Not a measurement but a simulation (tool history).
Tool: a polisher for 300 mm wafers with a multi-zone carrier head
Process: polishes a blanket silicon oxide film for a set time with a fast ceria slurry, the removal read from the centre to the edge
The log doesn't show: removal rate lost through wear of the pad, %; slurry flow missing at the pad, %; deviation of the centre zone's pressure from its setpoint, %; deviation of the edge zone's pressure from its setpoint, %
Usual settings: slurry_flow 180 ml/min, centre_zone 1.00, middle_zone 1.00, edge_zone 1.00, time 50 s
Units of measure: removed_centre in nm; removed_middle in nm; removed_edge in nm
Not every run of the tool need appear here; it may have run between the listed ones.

| run | hour | slurry_flow | centre_zone | middle_zone | edge_zone | time | wafers since the last listed run | wafers polished on this pad | hours since the slurry nozzle was cleaned | hours since the centre zone pressure was calibrated | hours since the edge zone pressure was calibrated | hours since the carrier head's membrane was replaced | incoming thickness of the incoming film, nm | removed_centre | removed_middle | removed_edge |
|---|---|---|---|---|---|---|---|---|---|---|---|---|---|---|---|---|
| 1 | 0.0 | 180 | 1.00 | 1.00 | 1.00 | 50 | 0 | 4189 | 175.3 | 813.3 | 236.7 | 100.7 | 2201.0 | 780.4 | 704.1 | 729.1 |
| 2 | 31.5 | 120 | 1.00 | 1.05 | 0.90 | 66 | 410 | 4600 | 206.8 | 844.8 | 268.2 | 132.2 | 2222.1 | 882.3 | 863.1 | 876.9 |
| 3 | 75.6 | 195 | 1.00 | 1.00 | 1.00 | 50 | 575 | 5175 | 250.9 | 888.9 | 312.3 | 176.3 | 2184.9 | 792.7 | 710.6 | 739.6 |
| 4 | 144.8 | 205 | 1.07 | 1.00 | 1.00 | 50 | 902 | 6077 | 320.1 | 958.1 | 381.5 | 245.5 | 2200.4 | 854.7 | 709.9 | 719.7 |
|  | 156.3 | worn pad replaced by a new one |
|  | 209.1 | centre zone pressure recalibrated |
| 5 | 212.5 | 180 | 0.90 | 1.00 | 1.00 | 63 | 804 | 707 | 387.8 | 3.4 | 449.2 | 313.2 | 2228.8 | 791.9 | 858.1 | 894.6 |
| 6 | 263.6 | 180 | 1.00 | 1.11 | 1.00 | 50 | 666 | 1373 | 438.9 | 54.5 | 500.3 | 364.3 | 2194.7 | 697.3 | 739.2 | 705.7 |
|  | 362.6 | slurry nozzle cleaned |
| 7 | 399.3 | 180 | 1.00 | 1.00 | 1.00 | 50 | 1756 | 3130 | 36.7 | 190.2 | 636.0 | 500.0 | 2220.8 | 760.6 | 700.8 | 738.0 |
| 8 | 452.5 | 125 | 1.00 | 1.00 | 0.94 | 40 | 693 | 3823 | 89.9 | 243.4 | 689.2 | 553.2 | 2169.5 | 551.4 | 528.6 | 540.5 |
|  | 583.3 | edge zone pressure recalibrated |
| 9 | 587.6 | 205 | 1.00 | 1.00 | 0.92 | 63 | 1735 | 5559 | 225.0 | 378.5 | 4.3 | 688.3 | 2232.6 | 1000.6 | 909.5 | 930.8 |
| 10 | 643.7 | 200 | 1.00 | 1.00 | 1.00 | 50 | 731 | 6291 | 281.1 | 434.6 | 60.4 | 744.4 | 2188.1 | 772.3 | 719.6 | 737.3 |
| 11 | 702.7 | 130 | 1.10 | 1.00 | 1.00 | 59 | 769 | 7060 | 340.1 | 493.6 | 119.4 | 803.4 | 2219.5 | 910.2 | 760.5 | 789.0 |
|  | 717.1 | worn pad replaced by a new one |
| 12 | 750.7 | 180 | 1.00 | 1.00 | 1.00 | 50 | 573 | 438 | 388.1 | 541.6 | 167.4 | 851.4 | 2241.3 | 753.3 | 689.6 | 724.9 |
| 13 | 801.3 | 180 | 1.00 | 1.10 | 0.95 | 62 | 659 | 1098 | 438.7 | 592.2 | 218.0 | 902.0 | 2196.6 | 939.2 | 896.7 | 863.0 |
| 14 | 865.8 | 230 | 1.00 | 0.94 | 1.00 | 50 | 841 | 1939 | 503.2 | 656.7 | 282.5 | 966.5 | 2257.6 | 787.7 | 682.0 | 736.2 |
| 15 | 913.8 | 135 | 1.07 | 1.10 | 1.00 | 45 | 625 | 2565 | 551.2 | 704.7 | 330.5 | 1014.5 | 2190.7 | 671.4 | 605.3 | 594.1 |
|  | 922.2 | slurry nozzle cleaned |
| 16 | 953.4 | 120 | 1.00 | 1.00 | 1.00 | 43 | 503 | 3068 | 31.2 | 744.3 | 370.1 | 1054.1 | 2197.2 | 599.9 | 548.5 | 592.3 |
| 17 | 980.0 | 145 | 0.88 | 1.00 | 0.92 | 64 | 346 | 3415 | 57.8 | 770.9 | 396.7 | 1080.7 | 2234.3 | 851.4 | 893.4 | 869.2 |
| 18 | 1037.5 | 180 | 1.00 | 1.00 | 1.00 | 50 | 749 | 4165 | 115.3 | 828.4 | 454.2 | 1138.2 | 2223.0 | 794.8 | 698.7 | 743.1 |
| 19 | 1077.4 | 180 | 1.00 | 1.00 | 1.00 | 50 | 520 | 4685 | 155.2 | 868.3 | 494.1 | 1178.1 | 2196.6 | 790.8 | 704.9 | 728.7 |
| 20 | 1109.6 | 210 | 1.06 | 1.00 | 0.92 | 50 | 419 | 5105 | 187.4 | 900.5 | 526.3 | 1210.3 | 2202.7 | 834.6 | 720.6 | 729.7 |
|  | 1160.2 | centre zone pressure recalibrated |
| 21 | 1164.1 | 180 | 1.09 | 0.90 | 1.00 | 50 | 684 | 5790 | 241.9 | 3.9 | 580.8 | 1264.8 | 2186.9 | 780.0 | 653.0 | 706.8 |

What if the next run were any one of these 5? Each begins from the tool's condition after run 21:
| A | 1164.5 | 180 | 1.00 | 1.00 | 1.00 | 50 | 5 | 5795 | 242.3 | 4.3 | 581.2 | 1265.2 | 2245.5 | ? | ? | ? |
| B | 1164.5 | 180 | 1.00 | 1.00 | 1.10 | 64 | 5 | 5795 | 242.3 | 4.3 | 581.2 | 1265.2 | 2245.5 | ? | ? | ? |
| C | 1164.5 | 180 | 1.00 | 1.00 | 1.00 | 66 | 5 | 5795 | 242.3 | 4.3 | 581.2 | 1265.2 | 2245.5 | ? | ? | ? |
| D | 1164.5 | 180 | 1.00 | 0.95 | 0.90 | 50 | 5 | 5795 | 242.3 | 4.3 | 581.2 | 1265.2 | 2245.5 | ? | ? | ? |
| E | 1164.5 | 180 | 1.06 | 1.00 | 1.00 | 59 | 5 | 5795 | 242.3 | 4.3 | 581.2 | 1265.2 | 2245.5 | ? | ? | ? |

| run | removed_centre | removed_middle | removed_edge |
|---|---|---|---|
| A | 711.3 | 700.2 | 729.5 |
| B | 910.5 | 896.2 | 966.6 |
| C | 939.0 | 924.3 | 963.0 |
| D | 711.1 | 677.1 | 704.2 |
| E | 890.1 | 826.0 | 860.8 |
Take away the tool's hidden state, keep each run's random variation, and the runs would have read:
| run | removed_centre | removed_middle | removed_edge |
|---|---|---|---|
| A | 720.4 | 716.7 | 741.9 |
| B | 922.2 | 917.2 | 983.1 |
| C | 951.0 | 946.0 | 979.4 |
| D | 720.2 | 693.0 | 716.2 |
| E | 901.5 | 845.4 | 875.5 |
